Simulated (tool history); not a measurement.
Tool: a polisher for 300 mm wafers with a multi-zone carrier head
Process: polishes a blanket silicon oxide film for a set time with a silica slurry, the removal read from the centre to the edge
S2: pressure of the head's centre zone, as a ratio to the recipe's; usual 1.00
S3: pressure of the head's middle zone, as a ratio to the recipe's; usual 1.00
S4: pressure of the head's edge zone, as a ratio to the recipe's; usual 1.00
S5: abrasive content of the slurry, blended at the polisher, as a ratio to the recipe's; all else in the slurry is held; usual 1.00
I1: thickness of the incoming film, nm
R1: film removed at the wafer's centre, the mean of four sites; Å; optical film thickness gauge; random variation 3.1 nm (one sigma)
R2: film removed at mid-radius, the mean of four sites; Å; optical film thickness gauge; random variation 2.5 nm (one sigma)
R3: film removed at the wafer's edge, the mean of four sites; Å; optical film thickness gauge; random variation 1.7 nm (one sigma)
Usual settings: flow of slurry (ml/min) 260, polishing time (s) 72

Run 1, hour 0.0: usual settings; I1 1369.8. Result: R1 2158 Å, R2 2022 Å, R3 2125 Å.
Run 2, hour 65.3: usual settings; I1 1401.3. Result: R1 2095 Å, R2 2065 Å, R3 2131 Å.
At hour 98.2: slurry nozzle cleaned.
At hour 121.6: centre zone pressure recalibrated.
Run 3, hour 122.1: usual settings; I1 1380.7. Result: R1 2183 Å, R2 2043 Å, R3 2133 Å.
Run 4, hour 170.4: usual settings; I1 1369.5. Result: R1 2084 Å, R2 2081 Å, R3 2126 Å.
At hour 233.0: worn pad replaced by a new one.
Run 5, hour 234.3: usual settings; I1 1391.1. Result: R1 2067 Å, R2 2100 Å, R3 2112 Å.
Run 6, hour 315.3: usual settings; I1 1375.8. Result: R1 2179 Å, R2 2100 Å, R3 2129 Å.
Run 7, hour 391.1: usual settings; I1 1399.8. Result: R1 2094 Å, R2 2085 Å, R3 2118 Å.
At hour 446.1: slurry nozzle cleaned.
At hour 472.2: centre zone pressure recalibrated.
Run 8, hour 486.9: usual settings but flow of slurry (ml/min) 295, polishing time (s) 80; I1 1380.8. Result: R1 2446 Å, R2 2316 Å, R3 2376 Å.
At hour 497.6: worn pad replaced by a new one.
At hour 506.4: edge zone pressure recalibrated.
Run 9, hour 533.6: usual settings but flow of slurry (ml/min) 295, polishing time (s) 80; I1 1376.4. Result: R1 2401 Å, R2 2269 Å, R3 2391 Å.
At hour 572.7: carrier head's membrane replaced by a new one.
Run 10, hour 619.3: usual settings; I1 1369.6. Result: R1 2135 Å, R2 2106 Å, R3 2095 Å.
Run 11, hour 672.4: usual settings but flow of slurry (ml/min) 180, S3 0.90, S5 1.25, polishing time (s) 79; I1 1388.0. Result: R1 2409 Å, R2 2194 Å, R3 2555 Å.
At hour 712.9: worn pad replaced by a new one.
Run 12, hour 719.3: usual settings but S2 0.95, S4 1.05; I1 1402.9. Result: R1 2006 Å, R2 2059 Å, R3 2154 Å.
At hour 765.7: slurry nozzle cleaned.
Run 13, hour 793.1: usual settings; I1 1392.9. Result: R1 2072 Å, R2 2073 Å, R3 2104 Å.
At hour 822.3: centre zone pressure recalibrated.
Run 14, hour 860.9: usual settings; I1 1398.9. Result: R1 2159 Å, R2 2075 Å, R3 2104 Å.
Run 15, hour 901.0: usual settings but flow of slurry (ml/min) 285, S4 0.93, S5 1.30; I1 1396.6. Result: R1 2439 Å, R2 2370 Å, R3 2330 Å.
At hour 964.1: worn pad replaced by a new one.
Run 16, hour 969.9: usual settings; I1 1390.8. Result: R1 2149 Å, R2 2075 Å, R3 2111 Å.
Run 17, hour 1015.6: usual settings but polishing time (s) 94; I1 1400.6. Result: R1 2779 Å, R2 2691 Å, R3 2755 Å.
At hour 1066.8: slurry nozzle cleaned.
Run 18, hour 1069.6: usual settings but flow of slurry (ml/min) 330; I1 1405.7. Result: R1 2139 Å, R2 2127 Å, R3 2167 Å.
At hour 1084.6: edge zone pressure recalibrated.
Run 19, hour 1161.8: usual settings but flow of slurry (ml/min) 235, S5 1.15; I1 1385.7. Result: R1 2183 Å, R2 2167 Å, R3 2249 Å.
At hour 1195.2: centre zone pressure recalibrated.
Run 20, hour 1198.0: usual settings but flow of slurry (ml/min) 215, S3 1.11, S5 0.80; I1 1365.5. Result: R1 1788 Å, R2 1967 Å, R3 1836 Å.
At hour 1221.9: worn pad replaced by a new one.
Run 21, hour 1266.4: usual settings but flow of slurry (ml/min) 215, S2 0.90, S4 1.11; I1 1392.2. Result: R1 1910 Å, R2 2018 Å, R3 2183 Å.

The tool's hidden state at each run:
removal rate lost through wear of the pad, %: 0 in every run
slurry flow missing at the pad, %: 0 in every run
deviation of the centre zone's pressure from its setpoint, %: 0 in every run
deviation of the edge zone's pressure from its setpoint, %: 0 in every run

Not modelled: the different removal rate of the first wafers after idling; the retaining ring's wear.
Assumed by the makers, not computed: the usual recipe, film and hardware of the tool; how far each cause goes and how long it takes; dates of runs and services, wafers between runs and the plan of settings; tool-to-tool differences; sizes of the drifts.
